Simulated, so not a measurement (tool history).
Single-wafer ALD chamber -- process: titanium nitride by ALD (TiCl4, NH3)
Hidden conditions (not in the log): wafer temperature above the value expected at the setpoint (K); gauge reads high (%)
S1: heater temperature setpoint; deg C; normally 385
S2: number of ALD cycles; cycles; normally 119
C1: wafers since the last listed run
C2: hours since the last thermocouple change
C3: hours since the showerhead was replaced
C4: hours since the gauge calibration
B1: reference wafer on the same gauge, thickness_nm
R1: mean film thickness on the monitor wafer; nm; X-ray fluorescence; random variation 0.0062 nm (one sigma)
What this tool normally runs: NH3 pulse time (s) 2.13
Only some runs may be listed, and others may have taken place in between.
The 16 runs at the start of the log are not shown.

{"run": 17, "hour": 190.4, "S1": 385, "S2": 119, "NH3 pulse time (s)": 2.13, "C1": 3, "C2": 15.0, "C3": 2.1, "C4": 285.1, "B1": 2.371, "R1": 2.484}
{"run": 18, "hour": 207.0, "S1": 385, "S2": 119, "NH3 pulse time (s)": 2.13, "C1": 34, "C2": 31.6, "C3": 18.7, "C4": 301.7, "B1": 2.371, "R1": 2.489}
{"run": 19, "hour": 215.3, "S1": 396, "S2": 119, "NH3 pulse time (s)": 2.91, "C1": 17, "C2": 39.9, "C3": 27.0, "C4": 310.0, "B1": 2.367, "R1": 2.536}
{"run": 20, "hour": 226.0, "S1": 385, "S2": 119, "NH3 pulse time (s)": 2.13, "C1": 21, "C2": 50.6, "C3": 37.7, "C4": 320.7, "B1": 2.369, "R1": 2.484}
{"run": 21, "hour": 237.1, "S1": 385, "S2": 96, "NH3 pulse time (s)": 2.36, "C1": 22, "C2": 61.7, "C3": 48.8, "C4": 331.8, "B1": 2.371, "R1": 2.015}
{"run": 22, "hour": 255.0, "S1": 385, "S2": 137, "NH3 pulse time (s)": 2.44, "C1": 36, "C2": 79.6, "C3": 66.7, "C4": 349.7, "B1": 2.37, "R1": 2.883}
{"run": 23, "hour": 262.6, "S1": 395, "S2": 127, "NH3 pulse time (s)": 2.13, "C1": 15, "C2": 87.2, "C3": 74.3, "C4": 357.3, "B1": 2.367, "R1": 2.68}
{"run": 24, "hour": 269.6, "S1": 400, "S2": 111, "NH3 pulse time (s)": 2.13, "C1": 14, "C2": 94.2, "C3": 81.3, "C4": 364.3, "B1": 2.371, "R1": 2.347}
{"hour": 277.4, "done": "gauge calibrated"}
{"run": 25, "hour": 284.3, "S1": 377, "S2": 103, "NH3 pulse time (s)": 2.13, "C1": 30, "C2": 108.9, "C3": 96.0, "C4": 6.9, "B1": 2.37, "R1": 2.144}
{"run": 26, "hour": 298.0, "S1": 371, "S2": 96, "NH3 pulse time (s)": 1.48, "C1": 28, "C2": 122.6, "C3": 109.7, "C4": 20.6, "B1": 2.371, "R1": 1.924}
{"run": 27, "hour": 313.8, "S1": 385, "S2": 119, "NH3 pulse time (s)": 2.13, "C1": 32, "C2": 138.4, "C3": 125.5, "C4": 36.4, "B1": 2.369, "R1": 2.5}
{"run": 28, "hour": 331.1, "S1": 385, "S2": 119, "NH3 pulse time (s)": 2.13, "C1": 35, "C2": 155.7, "C3": 142.8, "C4": 53.7, "B1": 2.369, "R1": 2.495}
{"run": 29, "hour": 347.1, "S1": 372, "S2": 119, "NH3 pulse time (s)": 1.48, "C1": 32, "C2": 171.7, "C3": 158.8, "C4": 69.7, "B1": 2.369, "R1": 2.392}
{"run": 30, "hour": 360.6, "S1": 377, "S2": 103, "NH3 pulse time (s)": 2.13, "C1": 27, "C2": 185.2, "C3": 172.3, "C4": 83.2, "B1": 2.368, "R1": 2.137}
{"run": 31, "hour": 369.2, "S1": 372, "S2": 98, "NH3 pulse time (s)": 2.64, "C1": 17, "C2": 193.8, "C3": 180.9, "C4": 91.8, "B1": 2.373, "R1": 2.037}
{"run": 32, "hour": 379.7, "S1": 377, "S2": 119, "NH3 pulse time (s)": 1.32, "C1": 21, "C2": 204.3, "C3": 191.4, "C4": 102.3, "B1": 2.37, "R1": 2.419}
{"run": 33, "hour": 391.1, "S1": 379, "S2": 134, "NH3 pulse time (s)": 2.35, "C1": 23, "C2": 215.7, "C3": 202.8, "C4": 113.7, "B1": 2.368, "R1": 2.809}
{"run": 34, "hour": 408.9, "S1": 385, "S2": 119, "NH3 pulse time (s)": 1.54, "C1": 36, "C2": 233.5, "C3": 220.6, "C4": 131.5, "B1": 2.373, "R1": 2.451}
{"run": 35, "hour": 419.0, "S1": 385, "S2": 119, "NH3 pulse time (s)": 2.76, "C1": 20, "C2": 243.6, "C3": 230.7, "C4": 141.6, "B1": 2.372, "R1": 2.514}
{"run": 36, "hour": 426.3, "S1": 375, "S2": 98, "NH3 pulse time (s)": 1.64, "C1": 15, "C2": 250.9, "C3": 238.0, "C4": 148.9, "B1": 2.371, "R1": 2.007}

Each row is a separate what-if for the run after 36, all from the same tool condition, not one after another. Results?
{"run": "A", "hour": 427.0, "S1": 385, "S2": 119, "NH3 pulse time (s)": 2.13, "C1": 1, "C2": 251.6, "C3": 238.7, "C4": 149.6, "B1": "?", "R1": "?"}
{"run": "B", "hour": 427.0, "S1": 385, "S2": 142, "NH3 pulse time (s)": 2.13, "C1": 1, "C2": 251.6, "C3": 238.7, "C4": 149.6, "B1": "?", "R1": "?"}
{"run": "C", "hour": 427.0, "S1": 394, "S2": 141, "NH3 pulse time (s)": 2.4, "C1": 1, "C2": 251.6, "C3": 238.7, "C4": 149.6, "B1": "?", "R1": "?"}

run=A B1=2.371 R1=2.481
run=B B1=2.371 R1=2.960
run=C B1=2.371 R1=2.975
With no hidden state in the tool, these same runs would have given:
run=A R1=2.481
run=B R1=2.960
run=C R1=2.975
